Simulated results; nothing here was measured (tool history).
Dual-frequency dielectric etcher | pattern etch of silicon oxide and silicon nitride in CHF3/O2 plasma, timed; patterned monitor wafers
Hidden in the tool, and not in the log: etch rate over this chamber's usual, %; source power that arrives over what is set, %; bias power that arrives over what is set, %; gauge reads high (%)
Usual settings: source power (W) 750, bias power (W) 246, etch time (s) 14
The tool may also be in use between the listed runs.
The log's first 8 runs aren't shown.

run	hour	source power (W)	bias power (W)	etch time (s)	wafers since the last listed run	hours since the last wet clean	hours since the last source power generator calibration	hours since the last bias power generator calibration	hours since the last upper electrode change	hours since the gauge calibration	read-back reference wafer on the same gauge, depth_nm	mean etch depth across the wafer (angstrom)
# hour 385.2: wet clean of the chamber
9	402.4	830	224	14	948	17.2	5350.2	147.5	2747.4	1138.5	29.81	258.7
10	433	750	246	14	647	47.8	5380.8	178.1	2778	1169.1	29.81	259.6
# hour 482: source power generator calibrated
11	482.5	600	291	14	963	97.3	0.5	227.6	2827.5	1218.6	29.77	261.9
12	539	750	246	14	1196	153.8	57	284.1	2884	1275.1	29.82	257.2
# hour 550.9: gauge calibrated
# hour 570.3: upper electrode replaced
13	585.2	750	246	14	469	200	103.2	330.3	14.9	34.3	29.81	255.6
14	623.4	750	246	12	808	238.2	141.4	368.5	53.1	72.5	29.85	219.5
15	689.8	880	293	14	1405	304.6	207.8	434.9	119.5	138.9	29.83	280.5
16	728.5	750	230	14	819	343.3	246.5	473.6	158.2	177.6	29.78	246.1
# hour 780.7: wet clean of the chamber
17	781.2	650	191	14	607	0.5	299.2	526.3	210.9	230.3	29.8	231.2
18	907.7	870	246	16	2677	127	425.7	652.8	337.4	356.8	29.82	303.6
19	950.6	750	246	14	908	169.9	468.6	695.7	380.3	399.7	29.81	257.6
20	1009.2	750	230	14	1240	228.5	527.2	754.3	438.9	458.3	29.79	249.2
21	1050.1	680	209	15.5	865	269.4	568.1	795.2	479.8	499.2	29.79	261.4

The next listed run, before its measurement:
22	1082.2	940	289	10.5	679	301.5	600.2	827.3	511.9	531.3	?	?

{"run 22": {"read-back reference wafer on the same gauge, depth_nm": 29.82, "mean etch depth across the wafer (angstrom)": 214.3}}
Without the tool's hidden state the same run would have given mean etch depth across the wafer (angstrom) 220.5.

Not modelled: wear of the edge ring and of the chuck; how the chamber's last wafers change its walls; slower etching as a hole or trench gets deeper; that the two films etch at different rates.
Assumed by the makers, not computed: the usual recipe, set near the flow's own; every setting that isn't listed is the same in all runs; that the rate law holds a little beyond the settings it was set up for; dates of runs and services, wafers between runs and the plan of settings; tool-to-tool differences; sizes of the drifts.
